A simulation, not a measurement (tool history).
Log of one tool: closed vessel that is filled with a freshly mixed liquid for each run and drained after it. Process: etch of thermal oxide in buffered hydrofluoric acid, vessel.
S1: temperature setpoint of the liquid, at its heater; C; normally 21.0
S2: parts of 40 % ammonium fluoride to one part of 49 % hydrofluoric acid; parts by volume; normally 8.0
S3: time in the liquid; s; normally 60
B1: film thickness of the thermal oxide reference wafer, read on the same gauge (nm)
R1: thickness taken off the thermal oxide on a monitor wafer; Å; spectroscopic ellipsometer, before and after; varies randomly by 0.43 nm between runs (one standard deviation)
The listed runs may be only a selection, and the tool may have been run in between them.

run   hour    S1    S2  S3     B1     R1
  1    0.0  21.0   8.0  60  40.00  695.5
  2   40.8  21.0   8.0  60  40.00  691.8
  3  131.0  21.0   8.0  60  40.01  701.8
  4  175.8  21.0   8.0  60  39.99  692.7
  5  248.4  21.0   6.0  60  40.04  912.8
     273.0  -- thermometer replaced
  6  295.5  21.0   8.0  60  40.00  699.4
     324.6  -- hydrofluoric acid flow meter replaced
  7  357.2  21.0   8.0  60  40.02  695.3
     433.7  -- gauge calibrated
  8  458.7  18.5  10.5  60  40.01  475.6
  9  506.6  21.0   9.0  60  40.04  611.6
 10  548.2  19.5  11.0  40  39.96  321.4
 11  598.0  22.5  10.5  85  39.98  829.8
 12  648.6  24.5   8.0  60  40.01  842.0
 13  735.4  21.0   8.0  60  40.03  698.8
 14  835.0  21.0   8.0  60  39.99  698.5

For each run, what was the tool's unlogged condition?
liquid hotter than its thermometer reads (K): 0 on each run
hydrofluoric acid flow below the setpoint (%): 0 on each run
gauge reads high (%): 0 on each run
